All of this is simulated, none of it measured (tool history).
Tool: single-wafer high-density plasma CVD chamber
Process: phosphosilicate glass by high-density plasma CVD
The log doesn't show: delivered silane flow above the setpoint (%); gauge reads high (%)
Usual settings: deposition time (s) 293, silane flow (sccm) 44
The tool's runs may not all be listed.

run     day  deposition time (s)  silane flow (sccm)  wafers since the last listed run  hours since the silane flow controller was replaced  hours since the gauge calibration  read-back reference wafer on the same gauge, thickness_nm  mean film thickness on the monitor wafer (Å)
  1       0                  293                  44                                 0                                               1474.8                              289.7                                                   1362.336                                      12082.95
  2   0.321                  293                  44                                39                                               1482.5                              297.4                                                   1361.132                                      12124.14
  3   0.583                  293                  42                                32                                               1488.8                              303.7                                                   1359.403                                         11508
  4   0.833                  293                  44                                31                                               1494.8                              309.7                                                   1359.361                                      11961.93
  5   1.508                  322                  44                                83                                                 1511                              325.9                                                   1359.411                                      13295.86
  6   2.188                  250                  49                                84                                               1527.3                              342.2                                                   1358.352                                      11462.16
  7   2.833                  250                  49                                80                                               1542.8                              357.7                                                   1362.939                                      11493.29
  8   3.412                  250                  49                                71                                               1556.7                              371.6                                                   1358.198                                      11386.55
  9   5.429                  281                  38                               250                                               1605.1                                420                                                   1361.328                                        9962.4
 10   6.096                  281                  38                                82                                               1621.1                                436                                                   1361.409                                       9905.66
 11    6.35                  281                  38                                31                                               1627.2                              442.1                                                   1359.243                                       9903.82
 12   6.729                  293                  44                                47                                               1636.3                              451.2                                                   1360.833                                      12042.01
 13   7.367                  293                  44                                79                                               1651.6                              466.5                                                    1359.53                                      12036.98
 14   7.712                  273                  44                                42                                               1659.9                              474.8                                                   1359.772                                      11110.91
 15   8.267                  273                  44                                68                                               1673.2                              488.1                                                   1361.865                                      11201.35
 16   8.888                  273                  44                                77                                               1688.1                                503                                                    1359.89                                      11206.18
 17   9.433                  253                  44                                67                                               1701.2                              516.1                                                   1361.149                                      10394.39
 18     9.8                  253                  44                                45                                                 1710                              524.9                                                   1359.869                                      10370.52
 19  10.542                  253                  44                                92                                               1727.8                              542.7                                                   1361.023                                      10436.76
 20  10.908                  293                  41                                45                                               1736.6                              551.5                                                   1361.161                                      11203.97
 21  11.196                  293                  41                                35                                               1743.5                              558.4                                                   1358.342                                      11170.32
     12.546  -- gauge calibrated
 22  12.962                  310                  52                               219                                               1785.9                                 10                                                   1357.371                                      14855.53
 23  13.675                  238                  44                                88                                                 1803                               27.1                                                   1359.346                                       9639.26
 24  14.183                  293                  44                                63                                               1815.2                               39.3                                                   1359.295                                      11931.95
 25  14.479                  349                  50                                36                                               1822.3                               46.4                                                   1359.668                                      16068.54
     15.079  -- silane flow controller replaced
 26  15.225                  243                  40                                51                                                  3.5                               64.3                                                   1359.188                                       9666.29
 27  15.917                  293                  48                                85                                                 20.1                               80.9                                                   1361.833                                      13832.33
 28  16.417                  277                  36                                62                                                 32.1                               92.9                                                   1357.888                                       9854.04
 29  16.708                  329                  52                                36                                                 39.1                               99.9                                                   1359.813                                      16894.22
 30  16.979                  334                  44                                33                                                 45.6                              106.4                                                   1358.883                                      14508.28
 31  17.612                  293                  44                                78                                                 60.8                              121.6                                                   1359.897                                       12704.8
 32  17.938                  293                  38                                40                                                 68.6                              129.4                                                   1359.158                                      10968.45
 33  18.362                  293                  44                                52                                                 78.8                              139.6                                                   1359.677                                      12766.48
 34  18.621                  319                  49                                32                                                   85                              145.8                                                   1359.971                                      15369.06
 35    19.2                  265                  50                                71                                                 98.9                              159.7                                                   1359.059                                      12970.11
 36  19.812                  266                  52                                76                                                113.6                              174.4                                                   1359.871                                      13657.83
 37  20.517                  293                  39                                87                                                130.5                              191.3                                                   1359.845                                      11208.75
 38  20.862                  293                  47                                42                                                138.8                              199.6                                                    1359.48                                      13480.09
 39  21.283                  293                  44                                52                                                148.9                              209.7                                                   1362.156                                      12741.47
 40  21.662                  249                  46                                47                                                  158                              218.8                                                   1359.638                                      11270.69
 41  21.992                  293                  47                                40                                                165.9                              226.7                                                   1361.607                                      13593.89
 42  22.738                  265                  38                                92                                                183.8                              244.6                                                   1361.154                                       9988.34
 43  23.058                  311                  52                                39                                                191.5                              252.3                                                     1356.6                                       15878.9
 44  23.638                  293                  44                                71                                                205.4                              266.2                                                   1362.132                                      12738.34

Forecast run 45:
 45  24.329                  246                  49                                85                                                  222                              282.8                                                          ?                                             ?

{"run 45": {"read-back reference wafer on the same gauge, thickness_nm": 1360.744, "mean film thickness on the monitor wafer (Å)": 11870.81}}
Without the tool's hidden state the same run would have given mean film thickness on the monitor wafer (Å) 12021.33.

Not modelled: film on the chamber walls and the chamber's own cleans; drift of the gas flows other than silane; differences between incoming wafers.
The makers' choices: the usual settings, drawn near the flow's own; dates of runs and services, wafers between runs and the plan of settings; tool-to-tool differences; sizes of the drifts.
